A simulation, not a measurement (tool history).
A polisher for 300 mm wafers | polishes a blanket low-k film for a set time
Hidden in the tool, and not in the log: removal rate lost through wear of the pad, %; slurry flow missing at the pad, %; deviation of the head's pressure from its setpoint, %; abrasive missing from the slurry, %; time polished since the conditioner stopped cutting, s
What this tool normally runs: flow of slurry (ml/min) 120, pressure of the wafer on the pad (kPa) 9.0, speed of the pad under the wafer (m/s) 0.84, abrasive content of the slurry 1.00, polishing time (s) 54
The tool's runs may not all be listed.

| run | hour | flow of slurry (ml/min) | pressure of the wafer on the pad (kPa) | speed of the pad under the wafer (m/s) | abrasive content of the slurry | polishing time (s) | wafers since the last listed run | wafers polished on this pad | hours since the slurry nozzle was cleaned | hours since the head pressure was calibrated | hours since the slurry blender was calibrated | hours since the conditioning disc was replaced | incoming thickness of the incoming film, nm | film removed (Å) |
|---|---|---|---|---|---|---|---|---|---|---|---|---|---|---|
| 1 | 0.0 | 120 | 9.0 | 0.84 | 1.00 | 54 | 0 | 1873 | 570.2 | 1000.3 | 135.7 | 428.6 | 457.1 | 130 |
|  | 20.4 | worn pad replaced by a new one |
| 2 | 46.7 | 120 | 9.0 | 0.84 | 1.00 | 54 | 222 | 136 | 616.9 | 1047.0 | 182.4 | 475.3 | 447.4 | 134 |
| 3 | 143.0 | 120 | 9.0 | 0.84 | 1.00 | 54 | 501 | 638 | 713.2 | 1143.3 | 278.7 | 571.6 | 447.4 | 131 |
|  | 165.7 | head pressure recalibrated |
|  | 180.0 | slurry nozzle cleaned |
|  | 188.7 | conditioning disc replaced and pad reconditioned |
| 4 | 192.4 | 120 | 9.0 | 0.84 | 1.00 | 54 | 231 | 870 | 12.4 | 26.7 | 328.1 | 3.7 | 450.8 | 136 |
|  | 238.3 | slurry blender recalibrated |
| 5 | 291.2 | 120 | 9.0 | 0.84 | 1.00 | 54 | 504 | 1374 | 111.2 | 125.5 | 52.9 | 102.5 | 449.7 | 138 |
| 6 | 382.8 | 120 | 9.0 | 0.84 | 1.00 | 54 | 477 | 1851 | 202.8 | 217.1 | 144.5 | 194.1 | 451.8 | 137 |
|  | 404.2 | worn pad replaced by a new one |
| 7 | 433.2 | 120 | 9.0 | 0.84 | 1.00 | 54 | 241 | 151 | 253.2 | 267.5 | 194.9 | 244.5 | 452.5 | 138 |
| 8 | 487.8 | 120 | 9.0 | 0.84 | 1.00 | 54 | 284 | 435 | 307.8 | 322.1 | 249.5 | 299.1 | 450.1 | 135 |
| 9 | 547.9 | 120 | 9.0 | 0.84 | 1.00 | 54 | 313 | 748 | 367.9 | 382.2 | 309.6 | 359.2 | 451.5 | 136 |
|  | 551.8 | slurry blender recalibrated |
| 10 | 618.9 | 120 | 9.0 | 0.84 | 1.00 | 54 | 359 | 1108 | 438.9 | 453.2 | 67.1 | 430.2 | 446.0 | 134 |
| 11 | 707.9 | 120 | 9.0 | 0.76 | 1.00 | 54 | 463 | 1572 | 527.9 | 542.2 | 156.1 | 519.2 | 447.9 | 122 |
|  | 739.3 | conditioning disc replaced and pad reconditioned |
|  | 775.9 | worn pad replaced by a new one |
| 12 | 780.9 | 120 | 9.0 | 0.76 | 1.00 | 54 | 349 | 25 | 600.9 | 615.2 | 229.1 | 41.6 | 453.5 | 119 |
| 13 | 845.5 | 120 | 9.0 | 0.84 | 1.00 | 54 | 336 | 362 | 665.5 | 679.8 | 293.7 | 106.2 | 454.6 | 130 |
| 14 | 940.1 | 90 | 6.2 | 0.56 | 1.25 | 54 | 492 | 855 | 760.1 | 774.4 | 388.3 | 200.8 | 440.7 | 81 |
|  | 943.1 | slurry nozzle cleaned |
|  | 947.6 | slurry blender recalibrated |
| 15 | 1042.4 | 120 | 9.0 | 0.84 | 1.00 | 54 | 517 | 1372 | 99.3 | 876.7 | 94.8 | 303.1 | 456.6 | 136 |
| 16 | 1106.3 | 120 | 6.2 | 0.84 | 1.00 | 54 | 332 | 1705 | 163.2 | 940.6 | 158.7 | 367.0 | 449.6 | 109 |
|  | 1114.0 | worn pad replaced by a new one |
|  | 1201.7 | head pressure recalibrated |
| 17 | 1214.3 | 120 | 9.0 | 0.84 | 1.00 | 70 | 531 | 512 | 271.2 | 12.6 | 266.7 | 475.0 | 448.2 | 179 |
|  | 1254.7 | slurry blender recalibrated |
| 18 | 1264.8 | 120 | 7.6 | 0.84 | 1.30 | 54 | 252 | 764 | 321.7 | 63.1 | 10.1 | 525.5 | 451.5 | 143 |
| 19 | 1344.4 | 120 | 9.0 | 0.84 | 1.00 | 54 | 414 | 1179 | 401.3 | 142.7 | 89.7 | 605.1 | 445.0 | 135 |
|  | 1409.8 | conditioning disc replaced and pad reconditioned |
| 20 | 1446.6 | 120 | 9.0 | 0.60 | 1.00 | 54 | 522 | 1701 | 503.5 | 244.9 | 191.9 | 36.8 | 449.0 | 105 |
|  | 1482.0 | worn pad replaced by a new one |
| 21 | 1523.9 | 120 | 9.0 | 1.00 | 1.00 | 60 | 381 | 218 | 580.8 | 322.2 | 269.2 | 114.1 | 443.2 | 166 |
| 22 | 1571.7 | 120 | 11.7 | 0.84 | 1.10 | 54 | 249 | 467 | 628.6 | 370.0 | 317.0 | 161.9 | 445.5 | 164 |
| 23 | 1619.0 | 120 | 9.0 | 0.58 | 1.00 | 54 | 246 | 713 | 675.9 | 417.3 | 364.3 | 209.2 | 454.2 | 99 |
|  | 1648.4 | slurry blender recalibrated |
| 24 | 1710.6 | 150 | 9.0 | 0.84 | 1.10 | 54 | 466 | 1180 | 767.5 | 508.9 | 62.2 | 300.8 | 447.2 | 142 |
| 25 | 1763.2 | 120 | 9.0 | 1.12 | 1.00 | 54 | 274 | 1454 | 820.1 | 561.5 | 114.8 | 353.4 | 448.1 | 156 |

What if the next run were any one of these 3? Each begins from the tool's condition after run 25:
| A | 1763.6 | 120 | 9.0 | 0.84 | 1.00 | 54 | 2 | 1456 | 820.5 | 561.9 | 115.2 | 353.8 | 451.3 | ? |
| B | 1763.6 | 100 | 11.7 | 0.84 | 1.00 | 41 | 2 | 1456 | 820.5 | 561.9 | 115.2 | 353.8 | 451.3 | ? |
| C | 1763.6 | 120 | 9.0 | 1.10 | 1.00 | 54 | 2 | 1456 | 820.5 | 561.9 | 115.2 | 353.8 | 451.3 | ? |

| run | film removed (Å) |
|---|---|
| A | 128 |
| B | 111 |
| C | 156 |
Without the tool's unlogged condition, the same runs would have read:
| run | film removed (Å) |
|---|---|
| A | 140 |
| B | 123 |
| C | 171 |
